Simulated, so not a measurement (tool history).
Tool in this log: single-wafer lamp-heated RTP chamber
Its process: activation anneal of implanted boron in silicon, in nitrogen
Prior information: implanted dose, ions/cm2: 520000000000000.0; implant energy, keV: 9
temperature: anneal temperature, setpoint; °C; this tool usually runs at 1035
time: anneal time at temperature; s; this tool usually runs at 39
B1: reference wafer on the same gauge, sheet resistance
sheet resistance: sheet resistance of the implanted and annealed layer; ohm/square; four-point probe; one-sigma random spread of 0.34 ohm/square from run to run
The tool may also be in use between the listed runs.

Run 1, hour 0.0: usual settings; B1 224.06. Result: sheet resistance 227.84 ohm/square.
Run 2, hour 24.1: usual settings; B1 224.06. Result: sheet resistance 226.44 ohm/square.
At hour 60.8: pyrometer window cleaned and pyrometer calibrated.
Run 3, hour 61.3: usual settings; B1 223.91. Result: sheet resistance 226.88 ohm/square.
At hour 91.4: reflector plate cleaned.
Run 4, hour 91.9: usual settings; B1 224.00. Result: sheet resistance 226.83 ohm/square.
Run 5, hour 136.0: usual settings; B1 224.11. Result: sheet resistance 227.34 ohm/square.
Run 6, hour 172.4: usual settings; B1 224.07. Result: sheet resistance 227.20 ohm/square.
Run 7, hour 269.2: usual settings; B1 224.03. Result: sheet resistance 227.29 ohm/square.
Run 8, hour 300.8: usual settings; B1 223.99. Result: sheet resistance 227.29 ohm/square.
Run 9, hour 354.3: usual settings; B1 224.04. Result: sheet resistance 227.26 ohm/square.
Run 10, hour 425.4: usual settings; B1 224.16. Result: sheet resistance 227.45 ohm/square.
Run 11, hour 469.3: usual settings but temperature 1027 °C; B1 223.89. Result: sheet resistance 227.91 ohm/square.
At hour 517.4: pyrometer window cleaned and pyrometer calibrated.
Run 12, hour 537.8: usual settings but time 24 s; B1 223.95. Result: sheet resistance 229.07 ohm/square.
Run 13, hour 581.0: usual settings but temperature 1016 °C, time 61 s; B1 224.03. Result: sheet resistance 227.07 ohm/square.

The next listed run, before its measurement:
Run 14, hour 611.6: usual settings; B1 ?. Result: sheet resistance ?.

Run 14 produced B1 223.98, sheet resistance 227.47 ohm/square.
With the hidden condition absent and the run-to-run variation left alone, this run would have shown sheet resistance 227.47 ohm/square.
